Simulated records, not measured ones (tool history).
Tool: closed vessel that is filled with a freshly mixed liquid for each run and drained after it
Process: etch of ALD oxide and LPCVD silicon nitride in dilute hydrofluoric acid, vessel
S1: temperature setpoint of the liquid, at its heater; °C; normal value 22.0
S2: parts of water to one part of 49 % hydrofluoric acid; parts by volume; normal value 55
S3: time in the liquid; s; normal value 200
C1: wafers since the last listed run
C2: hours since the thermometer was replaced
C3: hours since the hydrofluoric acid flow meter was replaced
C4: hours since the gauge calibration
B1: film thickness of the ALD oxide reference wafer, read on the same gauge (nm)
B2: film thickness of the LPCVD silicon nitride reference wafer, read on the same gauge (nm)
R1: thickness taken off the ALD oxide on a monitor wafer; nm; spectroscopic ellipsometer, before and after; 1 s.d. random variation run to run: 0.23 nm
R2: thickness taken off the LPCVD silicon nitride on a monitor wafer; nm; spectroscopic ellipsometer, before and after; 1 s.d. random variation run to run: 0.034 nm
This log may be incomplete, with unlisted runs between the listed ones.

run	hour	S1	S2	S3	C1	C2	C3	C4	B1	B2	R1	R2
1	0.0	22.0	55	200	0	411.5	910.3	366.5	110.02	129.993	44.14	1.510
2	44.0	22.0	55	200	2592	455.5	954.3	410.5	110.00	129.992	44.07	1.524
3	71.8	22.0	55	200	1638	483.3	982.1	438.3	110.02	129.985	44.34	1.485
4	115.7	22.0	55	200	2586	527.2	1026.0	482.2	109.98	129.982	43.89	1.425
5	172.7	22.0	55	200	3358	584.2	1083.0	539.2	109.97	129.977	43.49	1.428
6	223.6	22.0	55	200	2999	635.1	1133.9	590.1	110.00	130.026	43.65	1.484
7	291.6	22.0	55	200	4007	703.1	1201.9	658.1	110.01	130.000	42.83	1.430
# hour 297.3: gauge calibrated
# hour 336.9: thermometer replaced
8	355.8	17.5	30	165	3724	18.9	1266.1	58.5	109.98	129.995	57.81	1.725
# hour 389.3: hydrofluoric acid flow meter replaced
9	404.5	22.0	55	200	2810	67.6	15.2	107.2	110.00	130.013	45.16	1.532
10	461.5	22.0	25	80	3358	124.6	72.2	164.2	109.98	130.013	41.13	1.305
11	499.3	22.0	55	200	2227	162.4	110.0	202.0	110.00	129.992	44.77	1.543
12	539.2	27.0	35	100	2351	202.3	149.9	241.9	109.99	130.005	44.05	1.663
13	578.6	20.0	45	200	2321	241.7	189.3	281.3	110.03	130.004	50.58	1.629
14	641.0	18.5	55	170	3677	304.1	251.7	343.7	110.01	130.004	32.46	1.004
15	670.5	22.0	55	200	1738	333.6	281.2	373.2	109.96	130.000	44.13	1.480

State the hidden condition of the tool at each of the runs:
hydrofluoric acid flow above the setpoint (%): 0, the same for each run
gauge reads high (%): 0, the same for each run
H1: liquid colder than its thermometer reads (K)
run	H1
1	0.893
2	0.982
3	1.04
4	1.13
5	1.24
6	1.35
7	1.49
8	0.323
9	0.422
10	0.538
11	0.615
12	0.696
13	0.776
14	0.903
15	0.963
